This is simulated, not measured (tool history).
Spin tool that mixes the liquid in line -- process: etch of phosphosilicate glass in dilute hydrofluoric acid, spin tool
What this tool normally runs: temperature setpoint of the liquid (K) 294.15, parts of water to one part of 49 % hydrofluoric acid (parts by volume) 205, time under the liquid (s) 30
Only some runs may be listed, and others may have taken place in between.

| run | hour | temperature setpoint of the liquid (K) | parts of water to one part of 49 % hydrofluoric acid (parts by volume) | time under the liquid (s) | read-back film thickness of the phosphosilicate glass reference wafer, read on the same gauge (nm) | thickness taken off the phosphosilicate glass on a monitor wafer (nm) |
|---|---|---|---|---|---|---|
| 1 | 0.0 | 294.15 | 205 | 30 | 39.99 | 15.85 |
| 2 | 47.9 | 294.15 | 205 | 25 | 40.01 | 13.21 |
| 3 | 60.2 | 294.15 | 205 | 25 | 39.98 | 13.17 |
| 4 | 67.3 | 294.15 | 205 | 25 | 40.02 | 13.20 |
| 5 | 83.2 | 294.15 | 205 | 30 | 40.00 | 15.72 |
| 6 | 92.7 | 294.15 | 205 | 30 | 40.01 | 15.62 |
| 7 | 105.9 | 294.15 | 205 | 30 | 39.95 | 15.77 |
| 8 | 116.1 | 294.15 | 205 | 30 | 40.01 | 15.56 |
| 9 | 133.1 | 294.15 | 205 | 30 | 39.98 | 15.63 |
| 10 | 183.4 | 294.15 | 205 | 30 | 39.95 | 15.58 |
| 11 | 233.8 | 294.15 | 175 | 30 | 39.98 | 18.76 |
| 12 | 251.4 | 294.15 | 175 | 30 | 39.96 | 18.74 |
| 13 | 261.7 | 294.15 | 175 | 30 | 40.01 | 18.77 |
|  | 268.5 | gauge calibrated |
| 14 | 271.7 | 295.15 | 170 | 30 | 40.00 | 19.93 |
| 15 | 279.9 | 294.15 | 205 | 30 | 40.01 | 15.44 |
| 16 | 295.9 | 299.15 | 300 | 40 | 39.99 | 15.18 |
| 17 | 308.2 | 294.15 | 205 | 30 | 39.99 | 15.48 |
| 18 | 314.9 | 298.65 | 255 | 40 | 40.02 | 18.31 |
| 19 | 324.8 | 294.15 | 205 | 30 | 39.97 | 15.34 |
|  | 339.9 | hydrofluoric acid flow meter replaced |
| 20 | 341.2 | 294.15 | 205 | 45 | 40.03 | 24.89 |
| 21 | 348.2 | 291.15 | 205 | 40 | 40.05 | 19.83 |
| 22 | 360.7 | 290.15 | 130 | 45 | 39.97 | 36.45 |
|  | 361.8 | thermometer replaced |
| 23 | 372.0 | 297.65 | 235 | 15 | 39.99 | 7.94 |
| 24 | 382.0 | 290.15 | 280 | 30 | 40.00 | 9.69 |
| 25 | 395.3 | 294.15 | 205 | 30 | 40.00 | 16.44 |
| 26 | 408.9 | 294.15 | 205 | 30 | 40.01 | 16.40 |
| 27 | 423.6 | 295.65 | 270 | 30 | 40.01 | 12.40 |
| 28 | 440.5 | 297.65 | 205 | 30 | 39.96 | 18.73 |
| 29 | 455.2 | 294.15 | 205 | 50 | 39.97 | 27.30 |
| 30 | 462.7 | 292.65 | 205 | 30 | 39.98 | 15.51 |
| 31 | 471.7 | 290.65 | 135 | 15 | 39.98 | 11.58 |
| 32 | 479.9 | 298.65 | 205 | 45 | 40.01 | 29.06 |
| 33 | 487.2 | 292.65 | 170 | 25 | 40.00 | 15.99 |
| 34 | 502.9 | 298.65 | 300 | 30 | 39.99 | 11.89 |

Below are 3 alternative next runs, each starting from the tool's condition after run 34. Predict each:
| A | 503.3 | 294.15 | 205 | 30 | ? | ? |
| B | 503.3 | 295.65 | 205 | 30 | ? | ? |
| C | 503.3 | 297.15 | 255 | 15 | ? | ? |

| run | read-back film thickness of the phosphosilicate glass reference wafer, read on the same gauge (nm) | thickness taken off the phosphosilicate glass on a monitor wafer (nm) |
|---|---|---|
| A | 39.98 | 16.18 |
| B | 39.98 | 17.12 |
| C | 39.98 | 6.90 |
Had the tool no hidden state, the same runs would have come out as:
| run | thickness taken off the phosphosilicate glass on a monitor wafer (nm) |
|---|---|
| A | 16.49 |
| B | 17.45 |
| C | 7.04 |
